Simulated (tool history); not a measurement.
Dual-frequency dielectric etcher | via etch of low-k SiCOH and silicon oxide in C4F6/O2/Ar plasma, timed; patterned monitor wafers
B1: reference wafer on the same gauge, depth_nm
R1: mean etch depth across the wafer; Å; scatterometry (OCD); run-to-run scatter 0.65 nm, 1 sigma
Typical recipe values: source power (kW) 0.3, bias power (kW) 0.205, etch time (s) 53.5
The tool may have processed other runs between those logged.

{"run": 1, "hour": 0.0, "source power (kW)": 0.3, "bias power (kW)": 0.205, "etch time (s)": 53.5, "B1": 158.8, "R1": 1395}
{"run": 2, "hour": 8.2, "source power (kW)": 0.3, "bias power (kW)": 0.205, "etch time (s)": 53.5, "B1": 158.9, "R1": 1396}
{"run": 3, "hour": 15.2, "source power (kW)": 0.3, "bias power (kW)": 0.205, "etch time (s)": 53.5, "B1": 159, "R1": 1393}
{"run": 4, "hour": 24.6, "source power (kW)": 0.3, "bias power (kW)": 0.205, "etch time (s)": 53.5, "B1": 158.9, "R1": 1406}
{"run": 5, "hour": 39.8, "source power (kW)": 0.3, "bias power (kW)": 0.205, "etch time (s)": 53.5, "B1": 158.5, "R1": 1405}
{"run": 6, "hour": 46.7, "source power (kW)": 0.3, "bias power (kW)": 0.205, "etch time (s)": 53.5, "B1": 158.8, "R1": 1393}
{"run": 7, "hour": 62.1, "source power (kW)": 0.3, "bias power (kW)": 0.169, "etch time (s)": 49.5, "B1": 158.9, "R1": 1221}
{"run": 8, "hour": 112.0, "source power (kW)": 0.3, "bias power (kW)": 0.169, "etch time (s)": 49.5, "B1": 159.4, "R1": 1216}
{"run": 9, "hour": 121.6, "source power (kW)": 0.3, "bias power (kW)": 0.169, "etch time (s)": 49.5, "B1": 158.6, "R1": 1216}
{"run": 10, "hour": 131.1, "source power (kW)": 0.3, "bias power (kW)": 0.205, "etch time (s)": 53.5, "B1": 158.6, "R1": 1397}
{"run": 11, "hour": 147.7, "source power (kW)": 0.3, "bias power (kW)": 0.205, "etch time (s)": 53.5, "B1": 159.1, "R1": 1404}
{"run": 12, "hour": 158.0, "source power (kW)": 0.3, "bias power (kW)": 0.205, "etch time (s)": 53.5, "B1": 158.7, "R1": 1396}
{"hour": 176.5, "done": "bias power generator calibrated"}
{"run": 13, "hour": 177.0, "source power (kW)": 0.3, "bias power (kW)": 0.205, "etch time (s)": 58.5, "B1": 159.1, "R1": 1531}
{"run": 14, "hour": 188.1, "source power (kW)": 0.27, "bias power (kW)": 0.192, "etch time (s)": 63, "B1": 158.9, "R1": 1551}
{"hour": 191.3, "done": "gauge calibrated"}
{"run": 15, "hour": 197.8, "source power (kW)": 0.22, "bias power (kW)": 0.233, "etch time (s)": 48, "B1": 159.1, "R1": 1174}
{"run": 16, "hour": 212.5, "source power (kW)": 0.3, "bias power (kW)": 0.205, "etch time (s)": 53.5, "B1": 159, "R1": 1411}
{"run": 17, "hour": 222.6, "source power (kW)": 0.3, "bias power (kW)": 0.183, "etch time (s)": 41.5, "B1": 159.4, "R1": 1050}
{"hour": 234.9, "done": "source power generator calibrated"}
{"hour": 252.0, "done": "wet clean of the chamber"}
{"hour": 277.5, "done": "upper electrode replaced"}
{"run": 18, "hour": 278.0, "source power (kW)": 0.3, "bias power (kW)": 0.205, "etch time (s)": 53.5, "B1": 159.3, "R1": 1411}
{"run": 19, "hour": 278.4, "source power (kW)": 0.27, "bias power (kW)": 0.192, "etch time (s)": 63, "B1": 159.1, "R1": 1545}
{"run": 20, "hour": 281.2, "source power (kW)": 0.3, "bias power (kW)": 0.205, "etch time (s)": 44, "B1": 159.2, "R1": 1152}
{"run": 21, "hour": 298.9, "source power (kW)": 0.26, "bias power (kW)": 0.186, "etch time (s)": 53.5, "B1": 159, "R1": 1290}
{"run": 22, "hour": 310.6, "source power (kW)": 0.35, "bias power (kW)": 0.205, "etch time (s)": 58, "B1": 159, "R1": 1601}
{"run": 23, "hour": 317.9, "source power (kW)": 0.27, "bias power (kW)": 0.252, "etch time (s)": 62, "B1": 158.8, "R1": 1664}
{"run": 24, "hour": 335.5, "source power (kW)": 0.3, "bias power (kW)": 0.205, "etch time (s)": 53.5, "B1": 159.1, "R1": 1407}
{"run": 25, "hour": 344.4, "source power (kW)": 0.3, "bias power (kW)": 0.205, "etch time (s)": 53.5, "B1": 158.8, "R1": 1390}
{"run": 26, "hour": 361.8, "source power (kW)": 0.36, "bias power (kW)": 0.205, "etch time (s)": 68.5, "B1": 158.9, "R1": 1916}

Branching from run 26: 5 alternative next runs. What would each branch give?
{"run": "A", "hour": 362.2, "source power (kW)": 0.3, "bias power (kW)": 0.205, "etch time (s)": 53.5, "B1": "?", "R1": "?"}
{"run": "B", "hour": 362.2, "source power (kW)": 0.3, "bias power (kW)": 0.224, "etch time (s)": 47.5, "B1": "?", "R1": "?"}
{"run": "C", "hour": 362.2, "source power (kW)": 0.26, "bias power (kW)": 0.171, "etch time (s)": 53.5, "B1": "?", "R1": "?"}
{"run": "D", "hour": 362.2, "source power (kW)": 0.37, "bias power (kW)": 0.227, "etch time (s)": 53.5, "B1": "?", "R1": "?"}
{"run": "E", "hour": 362.2, "source power (kW)": 0.3, "bias power (kW)": 0.172, "etch time (s)": 45.5, "B1": "?", "R1": "?"}

run=A B1=159 R1=1398
run=B B1=159 R1=1277
run=C B1=159 R1=1254
run=D B1=159 R1=1559
run=E B1=159 R1=1125
Had the tool no hidden state, the same runs would have come out as:
run=A R1=1398
run=B R1=1277
run=C R1=1254
run=D R1=1559
run=E R1=1125
